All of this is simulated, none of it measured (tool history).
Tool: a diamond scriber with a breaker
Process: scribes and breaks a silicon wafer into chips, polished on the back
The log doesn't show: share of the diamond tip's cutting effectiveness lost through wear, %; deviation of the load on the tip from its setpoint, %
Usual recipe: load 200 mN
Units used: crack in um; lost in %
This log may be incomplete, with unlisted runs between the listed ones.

run,hour,load,wafers since the last listed run,hours since the diamond tip was replaced,hours since the load on the tip was calibrated,"incoming depth of the damage left on the back of the incoming wafer, um",crack,lost
1,0,200,0,507.3,539.7,0.03,8.97,0.9
2,13,200,41,520.3,552.7,0.04,8.98,0.95
3,29.6,200,52,536.9,569.3,0.05,8.81,0.95
# hour 33.4: load on the tip recalibrated
4,62.4,225,97,569.7,29,0.02,9.5,0.47
5,85.6,225,73,592.9,52.2,0.02,9.5,0.41
6,99.1,227,42,606.4,65.7,0.03,9.38,0.44
7,127.8,227,90,635.1,94.4,0.03,9.5,0.47
8,157.3,200,93,664.6,123.9,0.03,8.79,1.27
9,186.9,200,93,694.2,153.5,0.03,8.62,1.36
10,209.4,200,71,716.7,176,0.01,8.81,1.4
11,242.7,200,105,750,209.3,0.04,8.62,1.47
12,258.6,200,50,765.9,225.2,0.04,8.63,1.61
13,272.1,200,42,779.4,238.7,0.04,8.65,1.55
14,302.3,200,95,809.6,268.9,0.01,8.61,1.7
15,333.2,200,97,840.5,299.8,0.04,8.51,1.67
16,353.3,200,63,860.6,319.9,0.04,8.43,1.79
17,378.9,200,80,886.2,345.5,0.01,8.55,1.93
18,414.6,200,112,921.9,381.2,0.05,8.51,1.99
19,434.5,222,62,941.8,401.1,0.04,8.89,1.06
20,468.9,200,108,976.2,435.5,0.02,8.53,2.12
21,492.2,224,73,999.5,458.8,0.05,8.98,1.05
22,518.5,200,83,1025.8,485.1,0.03,8.39,2.41
23,532.7,246,44,1040,499.3,0.02,9.48,0.58
24,562.6,174,94,1069.9,529.2,0.03,7.91,5.14
# hour 580.3: load on the tip recalibrated
25,592.4,200,87,1099.7,12.1,0.04,8.27,2.79
26,622.7,150,95,1130,42.4,0.05,7.12,9.21
27,652.6,200,94,1159.9,72.3,0.04,8.19,3.02
# hour 665: diamond tip replaced by a new one, of another model than before
28,675,256,64,10,94.7,0.05,10.34,1.1
29,688.1,157,41,23.1,107.8,0.01,8.82,1.12
30,718.6,233,96,53.6,138.3,0.01,9.94,0.6
31,753.4,200,110,88.4,173.1,0.03,9.48,0.44
32,781.6,179,89,116.6,201.3,0.01,9.03,0.74
33,839.5,181,183,174.5,259.2,0.04,9.11,0.74
34,857.8,220,57,192.8,277.5,0.05,9.64,0.4
35,873,146,48,208,292.7,0.02,8.39,2.04
36,892,221,60,227,311.7,0.04,9.52,0.41
37,916.6,170,77,251.6,336.3,0.04,8.9,1.22
38,942.5,180,81,277.5,362.2,0.03,9.01,0.91
39,969.7,145,86,304.7,389.4,0.01,8.46,2.51

Alternative continuations, all from the tool just after run 39; predict every row:
A,970.3,200,1,305.3,390,0.02,?,?
B,970.3,184,1,305.3,390,0.02,?,?
C,970.3,228,1,305.3,390,0.02,?,?
D,970.3,250,1,305.3,390,0.02,?,?
E,970.3,172,1,305.3,390,0.02,?,?

run,crack,lost
A,9.09,0.61
B,8.85,0.93
C,9.51,0.42
D,9.83,0.56
E,8.67,1.29
Stripped of hidden state, with their random variation kept, the same runs would have yielded:
run,crack,lost
A,9.48,0.42
B,9.23,0.5
C,9.92,0.64
D,10.25,1.08
E,9.04,0.67
